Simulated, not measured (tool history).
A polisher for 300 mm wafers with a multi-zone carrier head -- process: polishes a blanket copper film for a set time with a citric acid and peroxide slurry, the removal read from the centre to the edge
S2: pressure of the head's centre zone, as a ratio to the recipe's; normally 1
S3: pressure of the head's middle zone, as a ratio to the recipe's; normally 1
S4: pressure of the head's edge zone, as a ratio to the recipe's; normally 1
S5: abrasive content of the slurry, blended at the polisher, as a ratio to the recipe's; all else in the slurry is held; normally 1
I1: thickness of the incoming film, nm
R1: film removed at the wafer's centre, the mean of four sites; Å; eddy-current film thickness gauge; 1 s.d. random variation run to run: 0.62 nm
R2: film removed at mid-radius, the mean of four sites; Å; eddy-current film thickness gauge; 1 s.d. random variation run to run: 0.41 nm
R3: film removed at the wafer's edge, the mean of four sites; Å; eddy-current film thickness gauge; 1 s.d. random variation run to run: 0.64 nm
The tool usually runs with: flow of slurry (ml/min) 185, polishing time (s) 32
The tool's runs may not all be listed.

Run 1, day 0: usual settings but flow of slurry (ml/min) 205; I1 729.6. Result: R1 620 Å, R2 569 Å, R3 578 Å.
Run 2, day 2.983: usual settings but flow of slurry (ml/min) 205; I1 732.4. Result: R1 602 Å, R2 557 Å, R3 586 Å.
Run 3, day 4.754: usual settings; I1 742.3. Result: R1 581 Å, R2 540 Å, R3 569 Å.
Run 4, day 6.329: usual settings but S2 0.89, S4 1.06; I1 741.5. Result: R1 544 Å, R2 548 Å, R3 581 Å.
At day 6.496: slurry nozzle cleaned.
At day 7.825: carrier head's membrane replaced by a new one.
Run 5, day 8.242: usual settings but S2 0.88, S3 0.97, S4 0.94, polishing time (s) 29; I1 750. Result: R1 482 Å, R2 478 Å, R3 491 Å.
At day 8.792: centre zone pressure recalibrated.
Run 6, day 9.704: usual settings; I1 742.9. Result: R1 550 Å, R2 538 Å, R3 556 Å.
At day 11.154: worn pad replaced by a new one.
Run 7, day 12.704: usual settings but flow of slurry (ml/min) 145, polishing time (s) 28; I1 737.2. Result: R1 489 Å, R2 478 Å, R3 488 Å.
Run 8, day 13.725: usual settings; I1 734. Result: R1 599 Å, R2 559 Å, R3 578 Å.
Run 9, day 15.279: usual settings but S3 0.93, S5 1.2, polishing time (s) 27; I1 746.7. Result: R1 524 Å, R2 460 Å, R3 504 Å.
At day 16.879: edge zone pressure recalibrated.
Run 10, day 18.062: usual settings but flow of slurry (ml/min) 165; I1 743.9. Result: R1 573 Å, R2 543 Å, R3 570 Å.
Run 11, day 19.829: usual settings but S3 1.05, S4 0.9; I1 732.1. Result: R1 589 Å, R2 582 Å, R3 546 Å.
At day 21.758: slurry nozzle cleaned.
Run 12, day 22.333: usual settings but S3 1.03, polishing time (s) 41; I1 735.9. Result: R1 747 Å, R2 715 Å, R3 725 Å.
Run 13, day 24.496: usual settings but flow of slurry (ml/min) 160, S2 0.94; I1 741. Result: R1 529 Å, R2 535 Å, R3 547 Å.
Run 14, day 27.225: usual settings; I1 742.5. Result: R1 572 Å, R2 535 Å, R3 556 Å.
Run 15, day 28.283: usual settings but S4 1.06, polishing time (s) 26; I1 737.3. Result: R1 455 Å, R2 428 Å, R3 458 Å.
Run 16, day 29.458: usual settings but S3 1.07, S5 1.2; I1 733.9. Result: R1 594 Å, R2 574 Å, R3 564 Å.
At day 30.012: worn pad replaced by a new one.
Run 17, day 31.9: usual settings but flow of slurry (ml/min) 120, polishing time (s) 38; I1 741.9. Result: R1 638 Å, R2 603 Å, R3 629 Å.
Run 18, day 34.721: usual settings but flow of slurry (ml/min) 160, S2 0.95, S3 0.9, S5 1.15; I1 732.7. Result: R1 578 Å, R2 519 Å, R3 576 Å.
At day 35.962: slurry nozzle cleaned.
Run 19, day 36.583: usual settings; I1 730.5. Result: R1 600 Å, R2 561 Å, R3 568 Å.
Run 20, day 37.596: usual settings but flow of slurry (ml/min) 205; I1 743.2. Result: R1 596 Å, R2 559 Å, R3 573 Å.
Run 21, day 39.658: usual settings but flow of slurry (ml/min) 145, polishing time (s) 28; I1 743.2. Result: R1 496 Å, R2 453 Å, R3 484 Å.
Run 22, day 42.588: usual settings but flow of slurry (ml/min) 160, S3 0.92, S4 1.06, S5 0.85; I1 744.5. Result: R1 546 Å, R2 476 Å, R3 542 Å.

For some of the steps in R1 from one run to the next: how much would appear even if the tool had no hidden state, given the settings, what came in and random variation, and how much remains for the hidden state plus any gauge scatter that the measured result and the result without hidden state don't share?
What the log doesn't record here: removal rate lost through wear of the pad, %; slurry flow missing at the pad, %; deviation of the centre zone's pressure from its setpoint, %; deviation of the edge zone's pressure from its setpoint, %.
Run 6 -> 7: flow of slurry (ml/min) 185 -> 145, polishing time (s) 32 -> 28, worn pad replaced by a new one. R1 -61 Å: hidden state +32, all else -93.
Run 11 -> 12: S3 1.05 -> 1.03, S4 0.9 -> 1, polishing time (s) 32 -> 41, slurry nozzle cleaned. R1 +158 Å: hidden state -5, all else +163.
Run 12 -> 13: flow of slurry (ml/min) 185 -> 160, S2 1 -> 0.94, S3 1.03 -> 1, polishing time (s) 41 -> 32. R1 -218 Å: hidden state -4, all else -214.
Run 16 -> 17: flow of slurry (ml/min) 185 -> 120, S3 1.07 -> 1, S5 1.2 -> 1, polishing time (s) 32 -> 38, worn pad replaced by a new one. R1 +44 Å: hidden state +40, all else +4.
